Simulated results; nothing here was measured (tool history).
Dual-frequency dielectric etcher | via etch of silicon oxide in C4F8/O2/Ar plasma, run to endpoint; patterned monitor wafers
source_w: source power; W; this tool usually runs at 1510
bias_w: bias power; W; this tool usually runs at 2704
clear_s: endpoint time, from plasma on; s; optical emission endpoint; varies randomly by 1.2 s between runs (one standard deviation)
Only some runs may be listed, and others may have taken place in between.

run,hour,source_w,bias_w,wafers since the last listed run,hours since the last wet clean,hours since the last source power generator calibration,hours since the last bias power generator calibration,hours since the last upper electrode change,"incoming incoming film thickness, nm",clear_s
1,0.0,1700,2303,0,252.1,4161.6,870.9,5044.8,1612.8,337.7
2,54.7,1700,2303,324,306.8,4216.3,925.6,5099.5,1610.8,338.2
3,98.7,1600,2704,261,350.8,4260.3,969.6,5143.5,1593.8,335.5
# hour 166.2: wet clean of the chamber
4,166.7,1600,2704,261,0.5,4328.3,1037.6,5211.5,1598.3,331.8
5,219.2,1600,2704,311,53.0,4380.8,1090.1,5264.0,1603.7,336.3
6,285.3,1510,2704,392,119.1,4446.9,1156.2,5330.1,1593.9,341.3
7,338.7,1430,2704,317,172.5,4500.3,1209.6,5383.5,1609.3,351.9
# hour 447.3: source power generator calibrated
8,499.1,1510,2704,928,332.9,51.8,1370.0,5543.9,1598.0,339.6
# hour 585.0: wet clean of the chamber
9,585.5,1510,2704,370,0.5,138.2,1456.4,5630.3,1611.1,344.1
10,634.4,1510,2704,290,49.4,187.1,1505.3,5679.2,1609.0,344.7
# hour 699.2: bias power generator calibrated
11,721.4,1740,2471,493,136.4,274.1,22.2,5766.2,1606.5,330.2
12,764.7,1170,2057,257,179.7,317.4,65.5,5809.5,1611.5,399.6
# hour 788.8: upper electrode replaced
13,799.9,1340,2452,66,214.9,352.6,100.7,11.1,1611.6,368.5
14,841.5,1700,2303,247,256.5,394.2,142.3,52.7,1615.1,335.9
15,891.2,1140,2138,295,306.2,443.9,192.0,102.4,1616.6,403.9
16,940.1,1670,2367,290,355.1,492.8,240.9,151.3,1600.4,336.3
# hour 975.4: wet clean of the chamber
17,1009.6,1510,2704,270,34.2,562.3,310.4,220.8,1606.4,344.1
18,1059.7,1390,3051,297,84.3,612.4,360.5,270.9,1621.7,349.9
19,1104.8,1660,2321,267,129.4,657.5,405.6,316.0,1610.4,340.5
20,1147.9,1510,2704,256,172.5,700.6,448.7,359.1,1575.3,335.2

Branching from run 20: 3 alternative next runs. What would each branch give?
A,1148.4,1510,2704,2,173.0,701.1,449.2,359.6,1613.4,?
B,1148.4,1330,2087,2,173.0,701.1,449.2,359.6,1613.4,?
C,1148.4,1510,2461,2,173.0,701.1,449.2,359.6,1613.4,?

run,clear_s
A,345.6
B,380.1
C,351.4
Without the tool's unlogged condition, the same runs would have read:
run,clear_s
A,345.6
B,380.1
C,351.4
